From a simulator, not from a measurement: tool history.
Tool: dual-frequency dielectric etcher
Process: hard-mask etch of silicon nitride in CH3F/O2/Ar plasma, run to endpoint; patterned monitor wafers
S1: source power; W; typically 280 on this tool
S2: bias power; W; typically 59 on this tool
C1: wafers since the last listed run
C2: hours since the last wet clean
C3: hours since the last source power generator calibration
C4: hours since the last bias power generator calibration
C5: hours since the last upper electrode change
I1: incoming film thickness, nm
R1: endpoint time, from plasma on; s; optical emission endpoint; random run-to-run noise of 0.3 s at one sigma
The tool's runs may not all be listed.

run 1 day=0 | S1=280 S2=59 | C1=0 C2=202 C3=2030 C4=3177 C5=4510.4 | I1=39.26 | R1=68.3
run 2 day=0.596 | S1=300 S2=68 | C1=166 C2=216.3 C3=2044.3 C4=3191.3 C5=4524.7 | I1=38.95 | R1=64
run 3 day=2.071 | S1=280 S2=59 | C1=410 C2=251.7 C3=2079.7 C4=3226.7 C5=4560.1 | I1=38.86 | R1=68
run 4 day=2.929 | S1=280 S2=59 | C1=239 C2=272.3 C3=2100.3 C4=3247.3 C5=4580.7 | I1=39.22 | R1=68.2
run 5 day=4.408 | S1=280 S2=47 | C1=412 C2=307.8 C3=2135.8 C4=3282.8 C5=4616.2 | I1=38.81 | R1=71.9
run 6 day=5.546 | S1=280 S2=47 | C1=316 C2=335.1 C3=2163.1 C4=3310.1 C5=4643.5 | I1=38.93 | R1=73.3
-- day=7.217 upper electrode replaced
run 7 day=7.238 | S1=310 S2=59 | C1=192 C2=375.7 C3=2203.7 C4=3350.7 C5=0.5 | I1=39.03 | R1=65.3
run 8 day=7.371 | S1=310 S2=59 | C1=37 C2=378.9 C3=2206.9 C4=3353.9 C5=3.7 | I1=38.74 | R1=64.5
-- day=7.733 source power generator calibrated
-- day=8.546 bias power generator calibrated
run 9 day=8.621 | S1=250 S2=69 | C1=255 C2=408.9 C3=21.3 C4=1.8 C5=33.7 | I1=38.72 | R1=67.3
-- day=10.525 wet clean of the chamber
run 10 day=11.712 | S1=280 S2=59 | C1=582 C2=28.5 C3=95.5 C4=76 C5=107.9 | I1=39.1 | R1=68
run 11 day=12.321 | S1=300 S2=54 | C1=169 C2=43.1 C3=110.1 C4=90.6 C5=122.5 | I1=39.07 | R1=68.5
run 12 day=13.283 | S1=210 S2=64 | C1=268 C2=66.2 C3=133.2 C4=113.7 C5=145.6 | I1=39.1 | R1=74.8
run 13 day=13.846 | S1=250 S2=54 | C1=156 C2=79.7 C3=146.7 C4=127.2 C5=159.1 | I1=38.74 | R1=73
run 14 day=14.438 | S1=220 S2=59 | C1=164 C2=93.9 C3=160.9 C4=141.4 C5=173.3 | I1=38.95 | R1=75

Forecast run 15:
run 15 day=15.171 | S1=280 S2=59 | C1=204 C2=111.5 C3=178.5 C4=159 C5=190.9 | I1=38.58 | R1=?

R1: 67 s
Were there no unlogged condition in the tool, this run, its random variation unchanged, would have produced R1 67 s.
